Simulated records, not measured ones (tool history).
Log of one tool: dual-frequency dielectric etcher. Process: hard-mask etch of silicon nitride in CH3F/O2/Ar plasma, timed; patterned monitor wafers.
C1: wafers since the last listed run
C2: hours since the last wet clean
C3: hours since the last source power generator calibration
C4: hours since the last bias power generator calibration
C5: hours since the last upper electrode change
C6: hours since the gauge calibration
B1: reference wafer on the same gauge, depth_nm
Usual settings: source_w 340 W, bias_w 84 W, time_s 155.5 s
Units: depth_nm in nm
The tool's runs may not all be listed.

run 1 hour=0 | source_w=370 bias_w=68 time_s=155.5 | C1=0 C2=253.2 C3=2740.8 C4=3527.8 C5=1778.2 C6=1787.4 | B1=96.4 | depth_nm=92.3
run 2 hour=28.1 | source_w=370 bias_w=68 time_s=155.5 | C1=167 C2=281.3 C3=2768.9 C4=3555.9 C5=1806.3 C6=1815.5 | B1=96.6 | depth_nm=91.7
run 3 hour=68.3 | source_w=400 bias_w=84 time_s=155.5 | C1=239 C2=321.5 C3=2809.1 C4=3596.1 C5=1846.5 C6=1855.7 | B1=96.6 | depth_nm=97.1
-- hour=192.9 source power generator calibrated
run 4 hour=248.2 | source_w=400 bias_w=84 time_s=155.5 | C1=1048 C2=501.4 C3=55.3 C4=3776 C5=2026.4 C6=2035.6 | B1=96.4 | depth_nm=96.4
run 5 hour=286.3 | source_w=400 bias_w=84 time_s=155.5 | C1=227 C2=539.5 C3=93.4 C4=3814.1 C5=2064.5 C6=2073.7 | B1=96.5 | depth_nm=95.9
-- hour=339.6 wet clean of the chamber
-- hour=410.4 gauge calibrated
run 6 hour=476.7 | source_w=340 bias_w=68 time_s=155.5 | C1=992 C2=137.1 C3=283.8 C4=4004.5 C5=2254.9 C6=66.3 | B1=96.5 | depth_nm=92
-- hour=494.7 bias power generator calibrated
run 7 hour=521.3 | source_w=340 bias_w=68 time_s=155.5 | C1=242 C2=181.7 C3=328.4 C4=26.6 C5=2299.5 C6=110.9 | B1=96.5 | depth_nm=91.9
run 8 hour=584.9 | source_w=340 bias_w=84 time_s=124 | C1=379 C2=245.3 C3=392 C4=90.2 C5=2363.1 C6=174.5 | B1=96.4 | depth_nm=75.6
run 9 hour=616 | source_w=340 bias_w=95 time_s=172.5 | C1=185 C2=276.4 C3=423.1 C4=121.3 C5=2394.2 C6=205.6 | B1=96.5 | depth_nm=108.6
run 10 hour=665.7 | source_w=370 bias_w=84 time_s=126.5 | C1=296 C2=326.1 C3=472.8 C4=171 C5=2443.9 C6=255.3 | B1=96.5 | depth_nm=78.5
-- hour=747.5 upper electrode replaced
run 11 hour=748 | source_w=270 bias_w=72 time_s=123.5 | C1=347 C2=408.4 C3=555.1 C4=253.3 C5=0.5 C6=337.6 | B1=96.4 | depth_nm=67.9
-- hour=798.2 wet clean of the chamber
run 12 hour=798.7 | source_w=340 bias_w=84 time_s=155.5 | C1=159 C2=0.5 C3=605.8 C4=304 C5=51.2 C6=388.3 | B1=96.5 | depth_nm=95.7
run 13 hour=817.1 | source_w=380 bias_w=84 time_s=155.5 | C1=109 C2=18.9 C3=624.2 C4=322.4 C5=69.6 C6=406.7 | B1=96.4 | depth_nm=99.2
run 14 hour=878.5 | source_w=340 bias_w=84 time_s=177 | C1=366 C2=80.3 C3=685.6 C4=383.8 C5=131 C6=468.1 | B1=96.6 | depth_nm=109.7
run 15 hour=937.4 | source_w=290 bias_w=98 time_s=191.5 | C1=351 C2=139.2 C3=744.5 C4=442.7 C5=189.9 C6=527 | B1=96.5 | depth_nm=116.5
run 16 hour=973.5 | source_w=340 bias_w=70 time_s=155.5 | C1=215 C2=175.3 C3=780.6 C4=478.8 C5=226 C6=563.1 | B1=96.5 | depth_nm=91.3
run 17 hour=1037.4 | source_w=270 bias_w=93 time_s=143 | C1=380 C2=239.2 C3=844.5 C4=542.7 C5=289.9 C6=627 | B1=96.6 | depth_nm=83
run 18 hour=1081 | source_w=340 bias_w=84 time_s=155.5 | C1=259 C2=282.8 C3=888.1 C4=586.3 C5=333.5 C6=670.6 | B1=96.4 | depth_nm=93.5
run 19 hour=1147 | source_w=340 bias_w=84 time_s=177 | C1=393 C2=348.8 C3=954.1 C4=652.3 C5=399.5 C6=736.6 | B1=96.4 | depth_nm=107.4
run 20 hour=1193.9 | source_w=400 bias_w=79 time_s=192 | C1=279 C2=395.7 C3=1001 C4=699.2 C5=446.4 C6=783.5 | B1=96.5 | depth_nm=119
run 21 hour=1261.7 | source_w=340 bias_w=101 time_s=118.5 | C1=404 C2=463.5 C3=1068.8 C4=767 C5=514.2 C6=851.3 | B1=96.5 | depth_nm=73.2
run 22 hour=1305.5 | source_w=340 bias_w=84 time_s=155.5 | C1=261 C2=507.3 C3=1112.6 C4=810.8 C5=558 C6=895.1 | B1=96.5 | depth_nm=91.9
run 23 hour=1358.1 | source_w=310 bias_w=72 time_s=155.5 | C1=313 C2=559.9 C3=1165.2 C4=863.4 C5=610.6 C6=947.7 | B1=96.3 | depth_nm=87.2
-- hour=1398.2 wet clean of the chamber
run 24 hour=1398.7 | source_w=340 bias_w=84 time_s=143.5 | C1=98 C2=0.5 C3=1205.8 C4=904 C5=651.2 C6=988.3 | B1=96.5 | depth_nm=88.5
run 25 hour=1441.5 | source_w=340 bias_w=84 time_s=155.5 | C1=255 C2=43.3 C3=1248.6 C4=946.8 C5=694 C6=1031.1 | B1=96.5 | depth_nm=96.1
run 26 hour=1509.5 | source_w=410 bias_w=84 time_s=155.5 | C1=405 C2=111.3 C3=1316.6 C4=1014.8 C5=762 C6=1099.1 | B1=96.5 | depth_nm=99.4
run 27 hour=1536 | source_w=340 bias_w=84 time_s=155.5 | C1=158 C2=137.8 C3=1343.1 C4=1041.3 C5=788.5 C6=1125.6 | B1=96.5 | depth_nm=94.7
run 28 hour=1573.6 | source_w=310 bias_w=84 time_s=192 | C1=224 C2=175.4 C3=1380.7 C4=1078.9 C5=826.1 C6=1163.2 | B1=96.4 | depth_nm=114.3
run 29 hour=1610.9 | source_w=340 bias_w=71 time_s=179 | C1=222 C2=212.7 C3=1418 C4=1116.2 C5=863.4 C6=1200.5 | B1=96.4 | depth_nm=105.1

Forecast each of these 5 alternatives for the next run:
run A hour=1611.4 | source_w=340 bias_w=84 time_s=155.5 | C1=2 C2=213.2 C3=1418.5 C4=1116.7 C5=863.9 C6=1201 | B1=? | depth_nm=?
run B hour=1611.4 | source_w=320 bias_w=65 time_s=111.5 | C1=2 C2=213.2 C3=1418.5 C4=1116.7 C5=863.9 C6=1201 | B1=? | depth_nm=?
run C hour=1611.4 | source_w=280 bias_w=84 time_s=180 | C1=2 C2=213.2 C3=1418.5 C4=1116.7 C5=863.9 C6=1201 | B1=? | depth_nm=?
run D hour=1611.4 | source_w=370 bias_w=101 time_s=109.5 | C1=2 C2=213.2 C3=1418.5 C4=1116.7 C5=863.9 C6=1201 | B1=? | depth_nm=?
run E hour=1611.4 | source_w=280 bias_w=84 time_s=155.5 | C1=2 C2=213.2 C3=1418.5 C4=1116.7 C5=863.9 C6=1201 | B1=? | depth_nm=?

run=A B1=96.5 depth_nm=94.3
run=B B1=96.5 depth_nm=63.4
run=C B1=96.5 depth_nm=104
run=D B1=96.5 depth_nm=70.5
run=E B1=96.5 depth_nm=89.8
Without the tool's hidden state the same runs would have given:
run=A depth_nm=95.6
run=B depth_nm=64.4
run=C depth_nm=105.5
run=D depth_nm=71.6
run=E depth_nm=91.2
